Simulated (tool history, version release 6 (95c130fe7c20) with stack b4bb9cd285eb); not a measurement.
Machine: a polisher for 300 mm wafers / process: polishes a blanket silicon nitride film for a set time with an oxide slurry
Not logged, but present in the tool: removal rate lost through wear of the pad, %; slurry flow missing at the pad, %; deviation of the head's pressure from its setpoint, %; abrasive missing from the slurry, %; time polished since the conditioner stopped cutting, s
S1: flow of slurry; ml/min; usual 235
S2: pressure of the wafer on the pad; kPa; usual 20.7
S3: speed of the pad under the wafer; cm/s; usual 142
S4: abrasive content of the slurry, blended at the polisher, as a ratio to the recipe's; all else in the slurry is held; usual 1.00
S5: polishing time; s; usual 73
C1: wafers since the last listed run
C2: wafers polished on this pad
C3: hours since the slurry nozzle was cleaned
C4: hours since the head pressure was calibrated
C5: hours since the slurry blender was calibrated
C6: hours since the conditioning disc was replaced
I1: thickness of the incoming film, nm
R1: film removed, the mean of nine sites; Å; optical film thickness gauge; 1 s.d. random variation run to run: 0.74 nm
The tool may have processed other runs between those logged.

Run 1, day 0.000: usual settings but S5 82 s; C1 0; C2 845; C3 136.9; C4 251.3; C5 396.6; C6 1.3; I1 286.4. Result: R1 569 Å.
Run 2, day 1.042: usual settings; C1 267; C2 1112; C3 161.9; C4 276.3; C5 421.6; C6 26.3; I1 293.5. Result: R1 505 Å.
Run 3, day 2.462: usual settings but S1 310 ml/min, S2 15.2 kPa, S5 80 s; C1 364; C2 1476; C3 196.0; C4 310.4; C5 455.7; C6 60.4; I1 289.4. Result: R1 413 Å.
At day 6.138: slurry blender recalibrated.
Run 4, day 10.946: usual settings but S2 25.5 kPa, S4 0.75; C1 2153; C2 3629; C3 399.6; C4 514.0; C5 115.4; C6 264.0; I1 292.1. Result: R1 532 Å.
At day 12.625: head pressure recalibrated.
Run 5, day 13.258: usual settings but S2 17.9 kPa, S3 96 cm/s; C1 571; C2 4200; C3 455.1; C4 15.2; C5 170.9; C6 319.5; I1 291.2. Result: R1 353 Å.
Run 6, day 14.379: usual settings but S2 17.2 kPa; C1 287; C2 4488; C3 482.0; C4 42.1; C5 197.8; C6 346.4; I1 292.7. Result: R1 454 Å.
At day 15.550: slurry nozzle cleaned.
At day 15.962: worn pad replaced by a new one.
Run 7, day 18.100: usual settings; C1 900; C2 547; C3 61.2; C4 131.4; C5 287.1; C6 435.7; I1 291.8. Result: R1 536 Å.
Run 8, day 20.071: usual settings but S2 17.9 kPa, S3 122 cm/s, S4 1.10; C1 505; C2 1053; C3 108.5; C4 178.7; C5 334.4; C6 483.0; I1 285.0. Result: R1 419 Å.
Run 9, day 22.396: usual settings but S1 305 ml/min; C1 595; C2 1649; C3 164.3; C4 234.5; C5 390.2; C6 538.8; I1 290.3. Result: R1 544 Å.
At day 22.633: conditioning disc replaced and pad reconditioned.
Run 10, day 23.888: usual settings but S5 88 s; C1 361; C2 2010; C3 200.1; C4 270.3; C5 426.0; C6 30.1; I1 284.8. Result: R1 630 Å.
Run 11, day 25.021: usual settings but S4 1.10; C1 290; C2 2300; C3 227.3; C4 297.5; C5 453.2; C6 57.3; I1 287.5. Result: R1 531 Å.
Run 12, day 26.992: usual settings but S1 160 ml/min, S3 162 cm/s; C1 505; C2 2805; C3 274.6; C4 344.8; C5 500.5; C6 104.6; I1 287.9. Result: R1 529 Å.
At day 28.033: slurry blender recalibrated.
Run 13, day 29.354: usual settings but S2 25.5 kPa, S3 114 cm/s, S5 94 s; C1 584; C2 3389; C3 331.3; C4 401.5; C5 31.7; C6 161.3; I1 289.4. Result: R1 666 Å.
Run 14, day 30.612: usual settings but S1 310 ml/min, S3 96 cm/s, S4 1.10, S5 99 s; C1 322; C2 3712; C3 361.5; C4 431.7; C5 61.9; C6 191.5; I1 287.8. Result: R1 529 Å.
Run 15, day 32.629: usual settings; C1 516; C2 4229; C3 409.9; C4 480.1; C5 110.3; C6 239.9; I1 292.1. Result: R1 481 Å.
At day 33.133: head pressure recalibrated.
At day 33.538: worn pad replaced by a new one.
Run 16, day 35.067: usual settings but S1 295 ml/min, S3 106 cm/s, S5 81 s; C1 560; C2 392; C3 468.4; C4 46.4; C5 168.8; C6 298.4; I1 290.6. Result: R1 491 Å.
Run 17, day 36.600: usual settings but S2 22.8 kPa; C1 393; C2 785; C3 505.2; C4 83.2; C5 205.6; C6 335.2; I1 293.0. Result: R1 595 Å.
Run 18, day 37.883: usual settings but S2 22.8 kPa, S3 190 cm/s; C1 328; C2 1114; C3 536.0; C4 114.0; C5 236.4; C6 366.0; I1 286.6. Result: R1 766 Å.
At day 38.850: slurry nozzle cleaned.
Run 19, day 40.621: usual settings but S2 22.8 kPa, S3 190 cm/s; C1 691; C2 1805; C3 42.5; C4 179.7; C5 302.1; C6 431.7; I1 293.1. Result: R1 729 Å.
Run 20, day 41.838: usual settings but S3 92 cm/s, S5 89 s; C1 311; C2 2117; C3 71.7; C4 208.9; C5 331.3; C6 460.9; I1 293.1. Result: R1 461 Å.
Run 21, day 43.796: usual settings; C1 501; C2 2619; C3 118.7; C4 255.9; C5 378.3; C6 507.9; I1 289.0. Result: R1 512 Å.
At day 45.212: conditioning disc replaced and pad reconditioned.
Run 22, day 45.596: usual settings but S4 1.20; C1 440; C2 3059; C3 161.9; C4 299.1; C5 421.5; C6 9.2; I1 291.7. Result: R1 554 Å.
At day 45.712: slurry blender recalibrated.
Run 23, day 47.692: usual settings; C1 515; C2 3575; C3 212.2; C4 349.4; C5 47.5; C6 59.5; I1 294.1. Result: R1 495 Å.
Run 24, day 49.333: usual settings but S5 93 s; C1 420; C2 3995; C3 251.6; C4 388.8; C5 86.9; C6 98.9; I1 288.5. Result: R1 644 Å.
Run 25, day 51.467: usual settings but S1 205 ml/min, S4 1.10, S5 86 s; C1 546; C2 4542; C3 302.8; C4 440.0; C5 138.1; C6 150.1; I1 289.9. Result: R1 582 Å.

Forecast each of these 4 alternatives for the next run:
Run A, day 51.483: usual settings; C1 4; C2 4547; C3 303.2; C4 440.4; C5 138.5; C6 150.5; I1 288.7. Result: R1 ?.
Run B, day 51.483: usual settings but S3 182 cm/s; C1 4; C2 4547; C3 303.2; C4 440.4; C5 138.5; C6 150.5; I1 288.7. Result: R1 ?.
Run C, day 51.483: usual settings but S1 195 ml/min; C1 4; C2 4547; C3 303.2; C4 440.4; C5 138.5; C6 150.5; I1 288.7. Result: R1 ?.
Run D, day 51.483: usual settings but S2 17.2 kPa, S3 100 cm/s, S4 0.80, S5 95 s; C1 4; C2 4547; C3 303.2; C4 440.4; C5 138.5; C6 150.5; I1 288.7. Result: R1 ?.

run   R1
  A  504
  B  615
  C  492
  D  380
Without the tool's unlogged condition, the same runs would have read:
run   R1
  A  564
  B  687
  C  549
  D  425
